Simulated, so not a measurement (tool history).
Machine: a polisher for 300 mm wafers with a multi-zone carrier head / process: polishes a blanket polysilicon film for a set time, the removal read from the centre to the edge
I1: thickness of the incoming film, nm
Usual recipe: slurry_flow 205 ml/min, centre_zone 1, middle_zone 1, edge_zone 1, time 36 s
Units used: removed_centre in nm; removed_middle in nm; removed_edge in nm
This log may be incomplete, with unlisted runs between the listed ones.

Run 1, day 0: usual settings; I1 2149.2. Result: removed_centre 202.1 nm, removed_middle 203.5 nm, removed_edge 201.7 nm.
At day 0.104: worn pad replaced by a new one.
Run 2, day 0.808: usual settings; I1 2138.4. Result: removed_centre 205.6 nm, removed_middle 201.9 nm, removed_edge 207.1 nm.
Run 3, day 2.179: usual settings; I1 2125.6. Result: removed_centre 200.7 nm, removed_middle 199.4 nm, removed_edge 196.9 nm.
Run 4, day 3.2: usual settings; I1 2117.9. Result: removed_centre 200.2 nm, removed_middle 200.4 nm, removed_edge 198.5 nm.
Run 5, day 4.321: usual settings; I1 2143.7. Result: removed_centre 200.9 nm, removed_middle 198.3 nm, removed_edge 197.7 nm.
Run 6, day 5.467: usual settings but edge_zone 1.07; I1 2156.2. Result: removed_centre 197.8 nm, removed_middle 196 nm, removed_edge 200.8 nm.
At day 5.983: worn pad replaced by a new one.
At day 6.083: edge zone pressure recalibrated.
Run 7, day 6.262: usual settings but edge_zone 1.07; I1 2171.3. Result: removed_centre 202.2 nm, removed_middle 196.7 nm, removed_edge 204.4 nm.
Run 8, day 7.133: usual settings but slurry_flow 160 ml/min; I1 2095.7. Result: removed_centre 189.1 nm, removed_middle 193.6 nm, removed_edge 187.5 nm.
Run 9, day 7.696: usual settings but time 28 s; I1 2108.1. Result: removed_centre 154.1 nm, removed_middle 154.6 nm, removed_edge 155 nm.
At day 8.642: carrier head's membrane replaced by a new one.
Run 10, day 8.662: usual settings; I1 2165.4. Result: removed_centre 193 nm, removed_middle 197.2 nm, removed_edge 194.8 nm.
Run 11, day 9.188: usual settings; I1 2155.1. Result: removed_centre 197.5 nm, removed_middle 194 nm, removed_edge 199.6 nm.
Run 12, day 10.625: usual settings but centre_zone 0.96; I1 2167. Result: removed_centre 183.6 nm, removed_middle 193.1 nm, removed_edge 195.3 nm.
At day 11.158: slurry nozzle cleaned.
Run 13, day 11.438: usual settings; I1 2106.8. Result: removed_centre 202.3 nm, removed_middle 201.1 nm, removed_edge 206.2 nm.
At day 12.496: centre zone pressure recalibrated.
Run 14, day 12.938: usual settings but time 27 s; I1 2146. Result: removed_centre 151.4 nm, removed_middle 151.5 nm, removed_edge 149.2 nm.
At day 13.4: worn pad replaced by a new one.
Run 15, day 13.921: usual settings but slurry_flow 235 ml/min; I1 2090.5. Result: removed_centre 209 nm, removed_middle 202.6 nm, removed_edge 203.8 nm.
Run 16, day 15.15: usual settings but middle_zone 1.04, edge_zone 1.1, time 48 s; I1 2134.4. Result: removed_centre 272 nm, removed_middle 273.6 nm, removed_edge 279.2 nm.
Run 17, day 16.054: usual settings but slurry_flow 260 ml/min, centre_zone 1.1, middle_zone 1.1; I1 2117. Result: removed_centre 227.9 nm, removed_middle 217.2 nm, removed_edge 198.8 nm.

Consider 3 possible next runs. They are alternatives, not a sequence: every one starts from the tool as it was left by run 17. What does each give?
Run A, day 16.071: usual settings; I1 2163.6. Result: removed_centre ?, removed_middle ?, removed_edge ?.
Run B, day 16.071: usual settings but centre_zone 0.95; I1 2163.6. Result: removed_centre ?, removed_middle ?, removed_edge ?.
Run C, day 16.071: usual settings but middle_zone 1.05, edge_zone 0.9, time 41 s; I1 2163.6. Result: removed_centre ?, removed_middle ?, removed_edge ?.

run  removed_centre  removed_middle  removed_edge
  A           198.9           197.2         196.9
  B           188.9           197.3         196.9
  C           226.6           231.3         213.3
Without the tool's unlogged condition, the same runs would have read:
run  removed_centre  removed_middle  removed_edge
  A           203.5           201.3         199.8
  B           193.2           201.3         199.8
  C           231.8             236         216.5
